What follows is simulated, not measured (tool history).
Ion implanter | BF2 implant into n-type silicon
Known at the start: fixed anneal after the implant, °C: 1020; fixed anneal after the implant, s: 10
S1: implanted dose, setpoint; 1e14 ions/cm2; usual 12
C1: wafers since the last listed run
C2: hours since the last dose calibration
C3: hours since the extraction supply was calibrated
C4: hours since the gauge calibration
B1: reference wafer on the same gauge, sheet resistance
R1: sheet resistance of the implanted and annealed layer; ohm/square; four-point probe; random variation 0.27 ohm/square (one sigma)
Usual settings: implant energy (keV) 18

{"run": 1, "hour": 0.0, "S1": 14.46, "implant energy (keV)": 18, "C1": 0, "C2": 69.9, "C3": 6718, "C4": 100, "B1": 159.01, "R1": 171.37}
{"run": 2, "hour": 16.7, "S1": 14.46, "implant energy (keV)": 18, "C1": 358, "C2": 86.6, "C3": 6734.7, "C4": 116.7, "B1": 158.99, "R1": 171.06}
{"run": 3, "hour": 48.8, "S1": 14.46, "implant energy (keV)": 18, "C1": 688, "C2": 118.7, "C3": 6766.8, "C4": 148.8, "B1": 159.01, "R1": 171.1}
{"run": 4, "hour": 82.5, "S1": 12, "implant energy (keV)": 18, "C1": 723, "C2": 152.4, "C3": 6800.5, "C4": 182.5, "B1": 159.04, "R1": 176.66}
{"run": 5, "hour": 105.5, "S1": 12, "implant energy (keV)": 18, "C1": 493, "C2": 175.4, "C3": 6823.5, "C4": 205.5, "B1": 158.97, "R1": 177.15}
{"run": 6, "hour": 139.9, "S1": 12, "implant energy (keV)": 18, "C1": 738, "C2": 209.8, "C3": 6857.9, "C4": 239.9, "B1": 159.03, "R1": 176.7}
{"run": 7, "hour": 169.3, "S1": 9.79, "implant energy (keV)": 18, "C1": 630, "C2": 239.2, "C3": 6887.3, "C4": 269.3, "B1": 159, "R1": 185.65}
{"run": 8, "hour": 275.8, "S1": 10.61, "implant energy (keV)": 18, "C1": 2284, "C2": 345.7, "C3": 6993.8, "C4": 375.8, "B1": 158.96, "R1": 181.62}
{"run": 9, "hour": 291.6, "S1": 12, "implant energy (keV)": 18, "C1": 338, "C2": 361.5, "C3": 7009.6, "C4": 391.6, "B1": 158.98, "R1": 176.56}
{"run": 10, "hour": 323.8, "S1": 12, "implant energy (keV)": 18, "C1": 690, "C2": 393.7, "C3": 7041.8, "C4": 423.8, "B1": 158.98, "R1": 176.14}
{"run": 11, "hour": 341.9, "S1": 12, "implant energy (keV)": 18, "C1": 388, "C2": 411.8, "C3": 7059.9, "C4": 441.9, "B1": 159.04, "R1": 176.39}
{"run": 12, "hour": 359.3, "S1": 11.27, "implant energy (keV)": 18, "C1": 373, "C2": 429.2, "C3": 7077.3, "C4": 459.3, "B1": 159.05, "R1": 178.21}
{"run": 13, "hour": 394.1, "S1": 11.27, "implant energy (keV)": 18, "C1": 746, "C2": 464, "C3": 7112.1, "C4": 494.1, "B1": 158.99, "R1": 178.72}
{"hour": 411.7, "done": "Faraday cup replaced and dose calibrated"}
{"run": 14, "hour": 422.7, "S1": 12, "implant energy (keV)": 18, "C1": 441, "C2": 11, "C3": 7140.7, "C4": 522.7, "B1": 158.98, "R1": 178.52}
{"run": 15, "hour": 454.0, "S1": 9.5, "implant energy (keV)": 15, "C1": 671, "C2": 42.3, "C3": 7172, "C4": 554, "B1": 159.06, "R1": 204.89}
{"run": 16, "hour": 482.3, "S1": 15.26, "implant energy (keV)": 21, "C1": 607, "C2": 70.6, "C3": 7200.3, "C4": 582.3, "B1": 159.01, "R1": 158.18}
{"run": 17, "hour": 510.7, "S1": 11.05, "implant energy (keV)": 18, "C1": 609, "C2": 99, "C3": 7228.7, "C4": 610.7, "B1": 159, "R1": 181.06}
{"run": 18, "hour": 546.7, "S1": 10.77, "implant energy (keV)": 16.5, "C1": 772, "C2": 135, "C3": 7264.7, "C4": 646.7, "B1": 159.01, "R1": 188.96}
{"run": 19, "hour": 575.0, "S1": 12, "implant energy (keV)": 18, "C1": 607, "C2": 163.3, "C3": 7293, "C4": 675, "B1": 158.95, "R1": 177.21}
{"hour": 582.7, "done": "gauge calibrated"}
{"hour": 606.5, "done": "extraction supply calibrated"}
{"run": 20, "hour": 607.0, "S1": 12, "implant energy (keV)": 15.5, "C1": 514, "C2": 195.3, "C3": 0.5, "C4": 24.3, "B1": 159, "R1": 189.87}
{"run": 21, "hour": 639.1, "S1": 12, "implant energy (keV)": 18, "C1": 688, "C2": 227.4, "C3": 32.6, "C4": 56.4, "B1": 159, "R1": 176.97}

Forecast run 22:
{"run": 22, "hour": 659.1, "S1": 9.92, "implant energy (keV)": 21.5, "C1": 429, "C2": 247.4, "C3": 52.6, "C4": 76.4, "B1": "?", "R1": "?"}

B1: 158.99
R1: 171.58 ohm/square
Without the tool's hidden state the same run would have given R1 173.5 ohm/square.
